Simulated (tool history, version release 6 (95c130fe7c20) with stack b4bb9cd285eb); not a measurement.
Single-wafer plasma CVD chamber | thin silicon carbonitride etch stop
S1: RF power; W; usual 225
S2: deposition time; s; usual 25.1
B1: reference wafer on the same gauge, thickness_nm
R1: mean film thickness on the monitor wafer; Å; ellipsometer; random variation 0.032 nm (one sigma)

run 1 hour=0 | S1=225 S2=25.1 | B1=15.303 | R1=152.6
run 2 hour=33.2 | S1=225 S2=25.1 | B1=15.302 | R1=152.8
run 3 hour=58.2 | S1=225 S2=25.1 | B1=15.297 | R1=152.46
run 4 hour=125.5 | S1=225 S2=25.1 | B1=15.302 | R1=152.29
run 5 hour=164.3 | S1=225 S2=25.1 | B1=15.301 | R1=151.84
run 6 hour=189.1 | S1=225 S2=25.1 | B1=15.3 | R1=152.29
run 7 hour=218.9 | S1=225 S2=28.3 | B1=15.304 | R1=171.38
-- hour=245.2 RF generator calibrated
-- hour=248.7 thermocouple changed; heater temperature recalibrated
run 8 hour=254.8 | S1=240 S2=25.1 | B1=15.301 | R1=157.47
-- hour=287.9 showerhead replaced
run 9 hour=300.7 | S1=245 S2=28.1 | B1=15.3 | R1=177.67
-- hour=318.5 gauge calibrated
run 10 hour=343.2 | S1=245 S2=28.1 | B1=15.3 | R1=177.32
run 11 hour=380.2 | S1=190 S2=20.2 | B1=15.297 | R1=118.32
run 12 hour=421.6 | S1=225 S2=28.6 | B1=15.304 | R1=176.21
run 13 hour=478.2 | S1=190 S2=20.3 | B1=15.299 | R1=119.29
run 14 hour=503.9 | S1=240 S2=27.4 | B1=15.299 | R1=172.31
run 15 hour=566.3 | S1=250 S2=29.5 | B1=15.302 | R1=187.66
run 16 hour=634.2 | S1=225 S2=20.2 | B1=15.3 | R1=124.39

Measured less the same run without the tool's hidden state. The same run-to-run variation is in both; the gauge's scatter may not be:
The hidden state here: wafer temperature above the value expected at the setpoint (K); delivered RF power above the setpoint (%); gauge reads high (%).
run=1 R1=-2.43
run=2 R1=-2.55
run=3 R1=-2.64
run=4 R1=-2.9
run=5 R1=-3.06
run=6 R1=-3.17
run=7 R1=-3.72
run=8 R1=-0.2
run=9 R1=-0.23
run=10 R1=-0.24
run=11 R1=-0.17
run=12 R1=-0.28
run=13 R1=-0.22
run=14 R1=-0.34
run=15 R1=-0.45
run=16 R1=-0.36
